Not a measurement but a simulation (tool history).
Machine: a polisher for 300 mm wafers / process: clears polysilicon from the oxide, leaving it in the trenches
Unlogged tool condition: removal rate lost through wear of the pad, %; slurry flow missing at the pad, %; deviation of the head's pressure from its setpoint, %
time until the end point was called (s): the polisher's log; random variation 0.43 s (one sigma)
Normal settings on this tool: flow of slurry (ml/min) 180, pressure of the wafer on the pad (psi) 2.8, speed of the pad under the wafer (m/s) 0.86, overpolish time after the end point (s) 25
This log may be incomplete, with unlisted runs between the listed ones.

run	hour	flow of slurry (ml/min)	pressure of the wafer on the pad (psi)	speed of the pad under the wafer (m/s)	overpolish time after the end point (s)	wafers since the last listed run	wafers polished on this pad	hours since the slurry nozzle was cleaned	hours since the head pressure was calibrated	incoming thickness of the incoming film, nm	time until the end point was called (s)
1	0	180	2.8	0.86	25	0	1107	37.7	92.7	638.2	48.2
2	91	180	2.8	0.86	25	935	2042	128.7	183.7	642	47.7
3	165.6	180	2.8	0.86	25	766	2809	203.3	258.3	642.8	45.8
# hour 196.7: worn pad replaced by a new one
4	251	180	2.8	0.86	25	836	557	288.7	343.7	639	45.2
# hour 270.9: head pressure recalibrated
5	345.6	180	2.8	0.86	25	952	1509	383.3	74.7	631.9	47.8
6	424.7	180	2.8	0.86	25	813	2323	462.4	153.8	645.9	48.9
# hour 469.1: slurry nozzle cleaned
7	499.3	180	2.8	0.86	25	756	3079	30.2	228.4	640.2	46.9
# hour 527.5: worn pad replaced by a new one
8	596.7	180	2.8	0.86	25	960	711	127.6	325.8	644.5	47.4
# hour 655.9: head pressure recalibrated
9	703.3	180	3.2	0.86	25	1075	1786	234.2	47.4	636	43
# hour 788.1: worn pad replaced by a new one
10	800.5	180	2.8	0.86	25	958	127	331.4	144.6	646.1	48.3
11	897.8	195	3.3	0.58	25	1000	1128	428.7	241.9	627.8	57.9
12	951.9	180	2.2	0.86	40	556	1684	482.8	296	648.2	60.3
13	992	210	2.8	0.86	21	412	2096	522.9	336.1	626.4	44.5
# hour 1001.3: head pressure recalibrated
# hour 1003.7: slurry nozzle cleaned
# hour 1057.7: worn pad replaced by a new one, of another model than before
14	1058.2	180	2.8	1.04	13	608	5	54.5	56.9	652.2	42.2
15	1129.6	210	2.8	0.86	21	734	739	125.9	128.3	634	46.6
16	1170.5	235	2.8	0.86	38	420	1159	166.8	169.2	652.3	47.9
17	1270.2	180	2.8	0.86	25	1025	2184	266.5	268.9	633.7	46.8
# hour 1317.3: worn pad replaced by a new one
18	1338.8	180	2.5	1.04	17	664	220	335.1	337.5	630.7	42.9
# hour 1372.6: head pressure recalibrated
19	1443.3	135	2.2	1.04	14	1053	1274	439.6	70.7	636.9	50.3

What if the next run were any one of these 4? Each begins from the tool's condition after run 19:
A	1443.7	180	2.8	0.86	25	4	1278	440	71.1	638.6	?
B	1443.7	155	2.8	0.96	25	4	1278	440	71.1	638.6	?
C	1443.7	135	2.8	1.04	32	4	1278	440	71.1	638.6	?
D	1443.7	180	2.8	0.86	35	4	1278	440	71.1	638.6	?

run	time until the end point was called (s)
A	47.4
B	44.1
C	41.9
D	47.4
Without the tool's unlogged condition, the same runs would have read:
run	time until the end point was called (s)
A	48
B	44.7
C	42.4
D	48

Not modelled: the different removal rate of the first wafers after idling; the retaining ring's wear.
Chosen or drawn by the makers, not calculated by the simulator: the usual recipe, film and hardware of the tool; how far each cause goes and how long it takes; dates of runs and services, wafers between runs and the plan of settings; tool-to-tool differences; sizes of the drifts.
